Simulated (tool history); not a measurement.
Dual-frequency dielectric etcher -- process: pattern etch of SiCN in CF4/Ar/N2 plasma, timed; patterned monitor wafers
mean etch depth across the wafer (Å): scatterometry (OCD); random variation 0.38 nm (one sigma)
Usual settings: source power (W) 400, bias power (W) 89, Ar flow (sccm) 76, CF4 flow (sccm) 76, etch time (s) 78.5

| run | day | source power (W) | bias power (W) | Ar flow (sccm) | CF4 flow (sccm) | etch time (s) | read-back reference wafer on the same gauge, depth_nm | mean etch depth across the wafer (Å) |
|---|---|---|---|---|---|---|---|---|
| 1 | 0.000 | 350 | 89 | 76 | 76 | 78.5 | 80.9 | 639 |
| 2 | 1.233 | 350 | 89 | 76 | 76 | 78.5 | 80.8 | 643 |
|  | 2.700 | wet clean of the chamber, repeated, since the last time left the tool worse |
| 3 | 4.404 | 350 | 89 | 76 | 76 | 78.5 | 80.8 | 610 |
| 4 | 5.725 | 400 | 89 | 76 | 76 | 78.5 | 80.8 | 700 |
|  | 6.079 | Ar flow controller replaced |
|  | 6.238 | gauge calibrated |
| 5 | 7.050 | 400 | 89 | 76 | 76 | 78.5 | 80.8 | 702 |
| 6 | 7.675 | 400 | 89 | 76 | 76 | 78.5 | 80.8 | 702 |
| 7 | 9.138 | 500 | 89 | 76 | 90 | 86.5 | 80.7 | 982 |
|  | 10.112 | CF4 flow controller replaced |
| 8 | 10.133 | 400 | 89 | 76 | 89 | 78.5 | 80.9 | 706 |
| 9 | 11.542 | 400 | 78 | 71 | 82 | 78.5 | 80.9 | 679 |
| 10 | 12.867 | 400 | 89 | 76 | 76 | 78.5 | 80.8 | 688 |
|  | 13.792 | bias power generator calibrated |
| 11 | 14.683 | 400 | 89 | 85 | 76 | 78.5 | 80.8 | 674 |
|  | 14.946 | source power generator calibrated |
|  | 15.683 | upper electrode replaced |
| 12 | 15.704 | 400 | 71 | 76 | 76 | 78.5 | 80.8 | 651 |
| 13 | 16.662 | 400 | 89 | 86 | 76 | 71.0 | 80.8 | 610 |
| 14 | 18.029 | 400 | 89 | 76 | 76 | 61.0 | 80.8 | 533 |
| 15 | 19.388 | 400 | 89 | 76 | 64 | 78.5 | 80.7 | 668 |
| 16 | 20.375 | 400 | 77 | 76 | 76 | 78.5 | 80.8 | 662 |
| 17 | 21.875 | 350 | 103 | 90 | 76 | 84.5 | 80.8 | 648 |
|  | 23.696 | wet clean of the chamber |
| 18 | 23.717 | 400 | 89 | 76 | 76 | 78.5 | 80.9 | 698 |
| 19 | 24.758 | 400 | 81 | 76 | 86 | 78.5 | 80.9 | 692 |
| 20 | 25.996 | 320 | 99 | 83 | 70 | 78.5 | 80.8 | 555 |
| 21 | 26.821 | 400 | 89 | 92 | 85 | 58.5 | 80.8 | 513 |

4 ways to go on from here, each from the tool as it stands after run 21. What would each give?
| A | 26.838 | 400 | 89 | 76 | 76 | 78.5 | ? | ? |
| B | 26.838 | 400 | 70 | 64 | 67 | 78.5 | ? | ? |
| C | 26.838 | 300 | 72 | 86 | 76 | 92.0 | ? | ? |
| D | 26.838 | 400 | 110 | 76 | 95 | 78.5 | ? | ? |

| run | read-back reference wafer on the same gauge, depth_nm | mean etch depth across the wafer (Å) |
|---|---|---|
| A | 80.8 | 692 |
| B | 80.8 | 655 |
| C | 80.8 | 556 |
| D | 80.8 | 749 |
Take away the tool's hidden state, keep each run's random variation, and the runs would have read:
| run | mean etch depth across the wafer (Å) |
|---|---|
| A | 695 |
| B | 658 |
| C | 559 |
| D | 753 |
